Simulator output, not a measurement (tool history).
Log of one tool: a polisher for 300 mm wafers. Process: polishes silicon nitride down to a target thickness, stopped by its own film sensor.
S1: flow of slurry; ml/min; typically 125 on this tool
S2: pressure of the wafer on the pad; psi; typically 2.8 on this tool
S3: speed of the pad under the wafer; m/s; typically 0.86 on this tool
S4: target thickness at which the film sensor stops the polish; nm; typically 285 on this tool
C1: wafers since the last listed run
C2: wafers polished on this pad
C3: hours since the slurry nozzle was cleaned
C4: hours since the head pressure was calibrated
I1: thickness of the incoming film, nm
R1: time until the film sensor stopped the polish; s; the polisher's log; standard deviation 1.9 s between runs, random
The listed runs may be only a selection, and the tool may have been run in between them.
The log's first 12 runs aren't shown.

Run 13, hour 317.7: usual settings; C1 258; C2 893; C3 63.8; C4 1293.0; I1 439.6. Result: R1 105.3 s.
Run 14, hour 352.1: usual settings; C1 252; C2 1145; C3 98.2; C4 1327.4; I1 438.2. Result: R1 104.2 s.
At hour 377.1: worn pad replaced by a new one.
Run 15, hour 377.6: usual settings but S2 3.5 psi; C1 157; C2 3; C3 123.7; C4 1352.9; I1 443.6. Result: R1 93.5 s.
Run 16, hour 401.5: usual settings but S4 328 nm; C1 175; C2 178; C3 147.6; C4 1376.8; I1 442.2. Result: R1 80.1 s.
Run 17, hour 425.0: usual settings but S1 95 ml/min; C1 172; C2 351; C3 171.1; C4 1400.3; I1 444.9. Result: R1 121.0 s.
Run 18, hour 448.6: usual settings; C1 173; C2 524; C3 194.7; C4 1423.9; I1 435.2. Result: R1 110.4 s.
Run 19, hour 462.1: usual settings but S2 2.4 psi, S4 330 nm; C1 99; C2 623; C3 208.2; C4 1437.4; I1 443.4. Result: R1 95.7 s.
Run 20, hour 484.3: usual settings but S2 3.6 psi, S3 0.72 m/s; C1 162; C2 786; C3 230.4; C4 1459.6; I1 444.8. Result: R1 110.6 s.
Run 21, hour 500.1: usual settings but S3 1.08 m/s; C1 115; C2 902; C3 246.2; C4 1475.4; I1 446.8. Result: R1 110.6 s.
Run 22, hour 512.2: usual settings; C1 88; C2 990; C3 258.3; C4 1487.5; I1 438.5. Result: R1 125.4 s.
At hour 526.1: slurry nozzle cleaned.
Run 23, hour 538.5: usual settings but S1 95 ml/min, S2 2.4 psi, S4 313 nm; C1 185; C2 1176; C3 12.4; C4 1513.8; I1 441.4. Result: R1 99.8 s.
At hour 571.9: worn pad replaced by a new one.
Run 24, hour 572.4: usual settings but S1 155 ml/min, S3 0.60 m/s; C1 219; C2 3; C3 46.3; C4 1547.7; I1 435.9. Result: R1 120.0 s.
Run 25, hour 593.3: usual settings but S3 1.06 m/s, S4 336 nm; C1 153; C2 157; C3 67.2; C4 1568.6; I1 444.5. Result: R1 64.8 s.
Run 26, hour 617.9: usual settings but S4 244 nm; C1 180; C2 337; C3 91.8; C4 1593.2; I1 447.3. Result: R1 144.4 s.
Run 27, hour 634.9: usual settings but S2 3.4 psi, S3 0.66 m/s; C1 124; C2 462; C3 108.8; C4 1610.2; I1 437.1. Result: R1 101.7 s.
Run 28, hour 664.9: usual settings but S2 3.6 psi, S3 0.72 m/s; C1 220; C2 682; C3 138.8; C4 1640.2; I1 446.9. Result: R1 103.1 s.
At hour 671.3: head pressure recalibrated.
Run 29, hour 690.5: usual settings but S2 2.3 psi, S3 0.74 m/s; C1 173; C2 855; C3 164.4; C4 19.2; I1 439.8. Result: R1 137.6 s.
Run 30, hour 722.1: usual settings; C1 231; C2 1087; C3 196.0; C4 50.8; I1 445.1. Result: R1 117.1 s.
Run 31, hour 740.5: usual settings; C1 134; C2 1221; C3 214.4; C4 69.2; I1 439.2. Result: R1 111.9 s.
At hour 745.4: slurry nozzle cleaned.
At hour 767.5: worn pad replaced by a new one.
Run 32, hour 768.0: usual settings; C1 165; C2 3; C3 22.6; C4 96.7; I1 442.4. Result: R1 107.7 s.
Run 33, hour 795.9: usual settings but S3 1.10 m/s; C1 204; C2 208; C3 50.5; C4 124.6; I1 435.8. Result: R1 84.2 s.

Forecast run 34:
Run 34, hour 814.4: usual settings but S1 100 ml/min; C1 135; C2 343; C3 69.0; C4 143.1; I1 441.2. Result: R1 ?.

R1: 112.0 s
Minus the tool's unlogged condition, the same run would have read R1 110.2 s.
